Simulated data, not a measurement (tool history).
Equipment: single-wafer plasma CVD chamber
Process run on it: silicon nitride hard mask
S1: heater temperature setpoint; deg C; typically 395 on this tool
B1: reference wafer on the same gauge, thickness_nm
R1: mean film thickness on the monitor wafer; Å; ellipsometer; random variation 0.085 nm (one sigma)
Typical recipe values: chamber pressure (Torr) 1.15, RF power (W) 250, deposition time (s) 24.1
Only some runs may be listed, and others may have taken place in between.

run 1 hour=0.0 | S1=395 chamber_pressure_(Torr)=1.15 RF_power_(W)=250 deposition_time_(s)=24.1 | B1=23.701 | R1=228.43
run 2 hour=11.1 | S1=395 chamber_pressure_(Torr)=1.15 RF_power_(W)=250 deposition_time_(s)=24.1 | B1=23.700 | R1=226.98
run 3 hour=22.1 | S1=402 chamber_pressure_(Torr)=1.15 RF_power_(W)=220 deposition_time_(s)=24.1 | B1=23.671 | R1=213.03
run 4 hour=36.3 | S1=402 chamber_pressure_(Torr)=1.15 RF_power_(W)=220 deposition_time_(s)=24.1 | B1=23.675 | R1=214.06
run 5 hour=49.8 | S1=395 chamber_pressure_(Torr)=1.15 RF_power_(W)=250 deposition_time_(s)=24.1 | B1=23.680 | R1=228.82
run 6 hour=57.9 | S1=395 chamber_pressure_(Torr)=1.15 RF_power_(W)=250 deposition_time_(s)=24.1 | B1=23.700 | R1=229.07
run 7 hour=68.4 | S1=395 chamber_pressure_(Torr)=1.15 RF_power_(W)=250 deposition_time_(s)=20.9 | B1=23.686 | R1=198.33
run 8 hour=85.9 | S1=395 chamber_pressure_(Torr)=1.15 RF_power_(W)=250 deposition_time_(s)=24.1 | B1=23.687 | R1=227.48
run 9 hour=99.4 | S1=395 chamber_pressure_(Torr)=1.15 RF_power_(W)=250 deposition_time_(s)=24.1 | B1=23.744 | R1=229.20
run 10 hour=109.7 | S1=395 chamber_pressure_(Torr)=1.15 RF_power_(W)=250 deposition_time_(s)=24.1 | B1=23.722 | R1=229.01
run 11 hour=121.0 | S1=395 chamber_pressure_(Torr)=1.15 RF_power_(W)=250 deposition_time_(s)=24.1 | B1=23.689 | R1=228.45
run 12 hour=142.1 | S1=395 chamber_pressure_(Torr)=1.15 RF_power_(W)=250 deposition_time_(s)=24.1 | B1=23.721 | R1=229.90
run 13 hour=154.0 | S1=395 chamber_pressure_(Torr)=1.15 RF_power_(W)=250 deposition_time_(s)=24.1 | B1=23.694 | R1=229.34
run 14 hour=169.1 | S1=406 chamber_pressure_(Torr)=1.15 RF_power_(W)=240 deposition_time_(s)=24.1 | B1=23.701 | R1=222.00
run 15 hour=178.7 | S1=395 chamber_pressure_(Torr)=1.15 RF_power_(W)=250 deposition_time_(s)=24.1 | B1=23.708 | R1=228.02
run 16 hour=187.7 | S1=395 chamber_pressure_(Torr)=1.15 RF_power_(W)=250 deposition_time_(s)=24.1 | B1=23.681 | R1=229.96
run 17 hour=205.4 | S1=389 chamber_pressure_(Torr)=1.42 RF_power_(W)=250 deposition_time_(s)=25.6 | B1=23.690 | R1=257.88
run 18 hour=216.7 | S1=384 chamber_pressure_(Torr)=1.32 RF_power_(W)=250 deposition_time_(s)=24.1 | B1=23.698 | R1=237.96
run 19 hour=229.5 | S1=395 chamber_pressure_(Torr)=1.15 RF_power_(W)=250 deposition_time_(s)=24.1 | B1=23.704 | R1=229.36
run 20 hour=236.5 | S1=382 chamber_pressure_(Torr)=1.40 RF_power_(W)=250 deposition_time_(s)=24.1 | B1=23.698 | R1=243.81
run 21 hour=249.7 | S1=395 chamber_pressure_(Torr)=1.27 RF_power_(W)=220 deposition_time_(s)=20.0 | B1=23.695 | R1=182.55
run 22 hour=266.6 | S1=395 chamber_pressure_(Torr)=1.43 RF_power_(W)=250 deposition_time_(s)=24.1 | B1=23.717 | R1=241.26
run 23 hour=282.5 | S1=409 chamber_pressure_(Torr)=0.90 RF_power_(W)=230 deposition_time_(s)=24.1 | B1=23.674 | R1=204.85
run 24 hour=293.5 | S1=395 chamber_pressure_(Torr)=1.15 RF_power_(W)=250 deposition_time_(s)=24.1 | B1=23.675 | R1=229.58
run 25 hour=305.1 | S1=395 chamber_pressure_(Torr)=1.15 RF_power_(W)=250 deposition_time_(s)=24.1 | B1=23.703 | R1=228.65
run 26 hour=320.7 | S1=402 chamber_pressure_(Torr)=1.15 RF_power_(W)=250 deposition_time_(s)=24.1 | B1=23.698 | R1=227.66
run 27 hour=327.8 | S1=395 chamber_pressure_(Torr)=1.15 RF_power_(W)=215 deposition_time_(s)=24.1 | B1=23.725 | R1=210.84
run 28 hour=335.0 | S1=406 chamber_pressure_(Torr)=1.03 RF_power_(W)=265 deposition_time_(s)=19.4 | B1=23.699 | R1=184.09

Not shown: 5 entries that the log had between the listed runs. Between which runs, and how does the tool's hidden state differ before and after?
Runs 11 to 12: thermocouple changed; heater temperature recalibrated (hour 141.6)
  the hidden state is the same at both runs
Runs 16 to 17: gauge calibrated (hour 191.9)
  the hidden state is the same at both runs
Runs 17 to 18: RF generator calibrated (hour 214.7); capacitance manometer re-zeroed and calibrated (hour 214.9); showerhead replaced (hour 216.2)
  the hidden state is the same at both runs

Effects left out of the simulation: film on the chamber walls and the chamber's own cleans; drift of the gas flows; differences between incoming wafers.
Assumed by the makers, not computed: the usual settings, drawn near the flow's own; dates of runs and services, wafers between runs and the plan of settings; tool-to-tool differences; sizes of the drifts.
